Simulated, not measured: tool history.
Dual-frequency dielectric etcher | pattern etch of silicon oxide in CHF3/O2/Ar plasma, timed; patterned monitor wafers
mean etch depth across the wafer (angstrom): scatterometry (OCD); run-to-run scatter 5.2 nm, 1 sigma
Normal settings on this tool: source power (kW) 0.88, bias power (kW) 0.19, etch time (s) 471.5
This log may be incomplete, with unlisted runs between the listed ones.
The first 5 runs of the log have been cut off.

run	hour	source power (kW)	bias power (kW)	etch time (s)	read-back reference wafer on the same gauge, depth_nm	mean etch depth across the wafer (angstrom)
6	96.8	0.88	0.19	430.5	829.8	9643
7	109.6	0.88	0.19	430.5	828.4	9558
8	127	0.88	0.178	471.5	829.3	10443
9	146.6	0.88	0.178	471.5	830.9	10399
# hour 181.6: upper electrode replaced
# hour 197.4: wet clean of the chamber
10	246.9	0.74	0.19	471.5	830.8	9757
11	274.4	0.88	0.19	471.5	829.6	10299
12	302.7	0.71	0.156	471.5	829.2	9308
13	333.5	0.68	0.19	471.5	829.4	9598
14	367	0.69	0.172	576.5	830.7	11564
15	399.4	1	0.19	471.5	830.7	10823
16	433.5	1.08	0.166	396	829.4	9019
17	468.2	0.88	0.19	471.5	829.1	10537
# hour 480.8: source power generator calibrated
18	503	0.88	0.159	471.5	828.4	10068
# hour 506.7: gauge calibrated
19	515.5	0.88	0.178	471.5	830.6	10387
# hour 519.5: bias power generator calibrated
20	538	1.04	0.222	471.5	830	11669
21	561.6	0.78	0.219	535.5	829.6	12115
# hour 593.8: wet clean of the chamber
22	594.3	0.78	0.146	471.5	828.4	9348
23	608.5	0.88	0.19	471.5	829.7	10210
24	638.5	0.72	0.175	421	829.1	8569
25	668.9	0.88	0.155	471.5	830.3	9809
26	704.2	1.02	0.145	411	829.9	8909
27	719.5	0.76	0.162	583.5	830.5	12033

Predict the results of run 28:
28	754.4	0.88	0.19	471.5	?	?

read-back reference wafer on the same gauge, depth_nm: 831.1
mean etch depth across the wafer (angstrom): 10354
Minus the tool's unlogged condition, the same run would have read mean etch depth across the wafer (angstrom) 10105.

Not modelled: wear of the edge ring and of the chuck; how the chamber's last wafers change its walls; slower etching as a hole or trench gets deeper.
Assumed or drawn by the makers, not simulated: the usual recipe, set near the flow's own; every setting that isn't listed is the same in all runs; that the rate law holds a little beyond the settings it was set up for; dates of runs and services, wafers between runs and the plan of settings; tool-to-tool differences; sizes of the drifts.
